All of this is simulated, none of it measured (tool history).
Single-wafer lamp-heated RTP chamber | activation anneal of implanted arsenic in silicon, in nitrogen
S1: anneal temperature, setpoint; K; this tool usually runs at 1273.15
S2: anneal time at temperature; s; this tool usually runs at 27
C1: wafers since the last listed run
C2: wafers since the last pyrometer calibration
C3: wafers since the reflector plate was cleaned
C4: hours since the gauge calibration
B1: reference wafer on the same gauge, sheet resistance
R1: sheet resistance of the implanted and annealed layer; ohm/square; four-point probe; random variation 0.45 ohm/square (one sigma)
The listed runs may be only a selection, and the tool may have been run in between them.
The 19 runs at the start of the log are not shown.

run	hour	S1	S2	C1	C2	C3	C4	B1	R1
20	1595.0	1273.15	27	886	2815	3127	561.3	202.09	184.94
21	1646.7	1273.15	27	798	3614	3926	613.0	202.11	184.24
22	1728.0	1294.15	40	1255	4870	5182	694.3	201.91	177.40
23	1798.1	1300.15	17	1082	5953	6265	764.4	201.95	182.76
24	1857.3	1294.15	18	914	6868	7179	823.6	201.87	183.45
# hour 1881.1: reflector plate cleaned
25	1894.8	1273.15	27	455	7323	212	861.1	202.15	184.70
# hour 1980.9: pyrometer window cleaned and pyrometer calibrated
26	1999.2	1260.15	34	1489	282	1701	965.5	202.05	184.84
27	2090.8	1273.15	27	1415	1697	3116	1057.1	202.00	184.17
28	2191.2	1273.15	38	1550	3248	4667	1157.5	201.97	182.29
29	2273.6	1250.15	32	1272	4521	5940	1239.9	202.05	186.21
30	2373.7	1257.15	11	1546	6067	7486	1340.0	202.08	191.48
# hour 2405.5: reflector plate cleaned
31	2467.2	1301.15	32	1320	7388	952	1433.5	201.98	177.70
# hour 2476.9: pyrometer window cleaned and pyrometer calibrated
32	2508.2	1260.15	16	509	483	1462	1474.5	201.96	188.76

Branching from run 32: 3 alternative next runs. What would each branch give?
A	2508.6	1273.15	27	6	489	1468	1474.9	?	?
B	2508.6	1255.15	32	6	489	1468	1474.9	?	?
C	2508.6	1301.15	37	6	489	1468	1474.9	?	?

run	B1	R1
A	202.05	183.89
B	202.05	185.62
C	202.05	175.81
What these runs would have given with no unlogged condition in the tool:
run	R1
A	183.89
B	185.62
C	175.81

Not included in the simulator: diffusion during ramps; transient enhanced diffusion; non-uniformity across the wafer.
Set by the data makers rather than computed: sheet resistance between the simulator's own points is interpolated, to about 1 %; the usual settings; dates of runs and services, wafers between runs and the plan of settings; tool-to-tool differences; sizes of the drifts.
